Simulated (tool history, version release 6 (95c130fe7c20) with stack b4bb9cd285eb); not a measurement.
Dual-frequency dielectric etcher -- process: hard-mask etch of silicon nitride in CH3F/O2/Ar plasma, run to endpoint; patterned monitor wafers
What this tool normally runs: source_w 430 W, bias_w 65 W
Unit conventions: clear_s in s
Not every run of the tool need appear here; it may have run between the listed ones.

run	hour	source_w	bias_w	incoming incoming film thickness, nm	clear_s
1	0	430	69	34.2	43.9
2	31.8	430	69	34.35	44.2
3	64.2	430	69	34.23	44.1
# hour 213.9: wet clean of the chamber
4	214.4	360	65	33.67	45.9
5	279.4	430	65	33.63	43.4
6	336.7	430	65	34.14	44.4
7	396.5	430	65	34.27	44.3
8	459.1	430	65	34.12	44.3
9	491.3	430	65	34.09	44.5
10	522.3	430	65	34.05	44.3
# hour 559.5: bias power generator calibrated
11	562.6	430	65	34.2	44.7
12	632.7	430	65	33.86	44.2
13	666.1	430	65	34	44.7
14	697	430	65	34.22	45.1
# hour 744.4: wet clean of the chamber
15	744.9	430	65	33.85	46
16	791.4	430	71	34.14	45.2
# hour 797.7: source power generator calibrated
# hour 1004.7: wet clean of the chamber, repeated, since the last time left the tool worse
17	1005.2	340	65	33.9	47.2
18	1026.5	430	65	33.8	43.7
19	1074.4	430	69	34	43
20	1128.1	380	73	34.41	45
# hour 1174.3: upper electrode replaced
21	1175.1	430	81	34.14	41.5
22	1224.9	430	65	34.28	44.4
23	1259.6	500	65	34.11	42.1
24	1292.3	400	65	34.48	46.2
25	1325.9	430	65	33.91	44.5
26	1383.2	340	59	34.15	49.8
27	1448.1	430	65	34.12	45
28	1492	430	65	33.94	44.9
29	1530.5	430	65	34.3	45.5
30	1588.2	320	53	33.87	52.9
# hour 1623.7: wet clean of the chamber
31	1630.6	330	77	33.83	45.4

State the hidden condition of the tool at each of the runs:
source power that arrives over what is set, %: 0, the same for each run
bias power that arrives over what is set, %: 0, the same for each run
H1: etch rate over this chamber's usual, %
run	H1
1	-1.38
2	-1.54
3	-1.71
4	0.19
5	-0.139
6	-0.428
7	-0.731
8	-1.05
9	-1.21
10	-1.37
11	-1.57
12	-1.92
13	-2.09
14	-2.25
15	-4.87
16	-5.1
17	-0.0345
18	-0.142
19	-0.384
20	-0.655
21	-0.893
22	-1.14
23	-1.32
24	-1.49
25	-1.65
26	-1.94
27	-2.27
28	-2.49
29	-2.69
30	-2.98
31	-0.442
